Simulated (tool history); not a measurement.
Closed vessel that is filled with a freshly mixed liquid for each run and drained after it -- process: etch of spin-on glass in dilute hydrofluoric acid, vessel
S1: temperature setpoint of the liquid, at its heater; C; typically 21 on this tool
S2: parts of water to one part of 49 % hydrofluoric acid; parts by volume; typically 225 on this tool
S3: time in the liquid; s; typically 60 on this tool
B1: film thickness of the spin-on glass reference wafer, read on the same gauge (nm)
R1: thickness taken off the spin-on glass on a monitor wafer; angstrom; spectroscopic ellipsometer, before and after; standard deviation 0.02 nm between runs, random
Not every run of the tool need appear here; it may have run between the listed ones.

run   hour    S1   S2  S3      B1     R1
  1      0    21  225  60  79.998  57.39
  2   16.4    21  225  60      80  57.17
  3   28.6    21  225  60  80.003  56.89
  4   36.5    21  225  60  80.003  57.49
  5   49.8    21  225  85  80.013  81.06
  6   56.2    21  225  60  79.993   57.3
      69.8  -- hydrofluoric acid flow meter replaced
      91.3  -- thermometer replaced
  7  103.7    21  225  60  79.995  50.06
  8  113.5    21  225  60  79.995  49.64
  9  121.1    21  225  60  79.995  50.07
 10  128.8  17.5  225  70  80.006  51.04
 11  145.1    21  130  45  80.025  71.73
 12  157.7    21  175  30   80.01  33.69
     159.1  -- gauge calibrated
 13  174.1    18  260  45  80.005  27.95
 14  185.8    21  295  50  79.988  29.78
 15  202.3    23  320  90  79.991  52.46

5 ways to go on from here, each from the tool as it stands after run 15. What would each give?
  A   203    21  225  60   ?   ?
  B   203    17  165  80   ?   ?
  C   203    21  260  45   ?   ?
  D   203    25  290  50   ?   ?
  E   203  18.5  225  30   ?   ?

run      B1     R1
  A  80.012  50.38
  B  80.012  82.92
  C  80.012  31.63
  D  80.012  35.32
  E  80.012  22.89
Take away the tool's hidden state, keep each run's random variation, and the runs would have read:
run     R1
  A  49.56
  B  81.65
  C   31.1
  D  34.71
  E  22.53
